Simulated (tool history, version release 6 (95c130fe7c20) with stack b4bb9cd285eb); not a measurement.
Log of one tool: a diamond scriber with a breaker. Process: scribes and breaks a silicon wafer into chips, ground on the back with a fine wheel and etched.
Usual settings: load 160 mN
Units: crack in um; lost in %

run,hour,load,"incoming depth of the damage left on the back of the incoming wafer, um",crack,lost
1,0.0,160,0.67,7.57,7.07
2,13.3,160,0.41,7.41,7.04
3,22.8,160,0.62,7.28,7.88
4,31.6,160,0.64,7.29,8.52
5,42.5,160,0.54,7.32,9.63
6,74.7,160,0.66,7.07,10.20
7,111.9,172,0.54,7.45,7.87
8,125.4,138,0.68,6.17,31.91
# hour 129.9: diamond tip replaced by a new one
9,139.7,138,0.51,7.47,5.86
10,154.0,138,0.66,7.63,5.66
11,167.9,160,0.63,8.45,0.78
12,179.6,160,0.53,8.72,0.82
13,191.6,160,0.67,8.61,0.77
14,201.3,115,0.63,6.59,21.36
15,214.9,139,0.68,7.52,5.83
# hour 221.2: load on the tip recalibrated
16,231.7,160,0.51,8.43,0.85
17,259.9,178,0.32,9.09,1.89
18,273.5,140,0.33,7.55,5.41
19,290.6,125,0.43,6.84,14.49
20,300.1,175,0.33,9.20,1.46
21,310.8,187,0.57,9.74,3.43
22,328.7,147,0.70,7.81,3.35
23,338.9,138,0.63,7.47,7.27

Run 24 comes next. What will it give?
24,358.4,160,0.33,?,?

Run 24 gave crack 8.38 um, lost 0.94 %.
Without the tool's hidden state the same run would have given crack 8.63 um, lost 0.70 %.
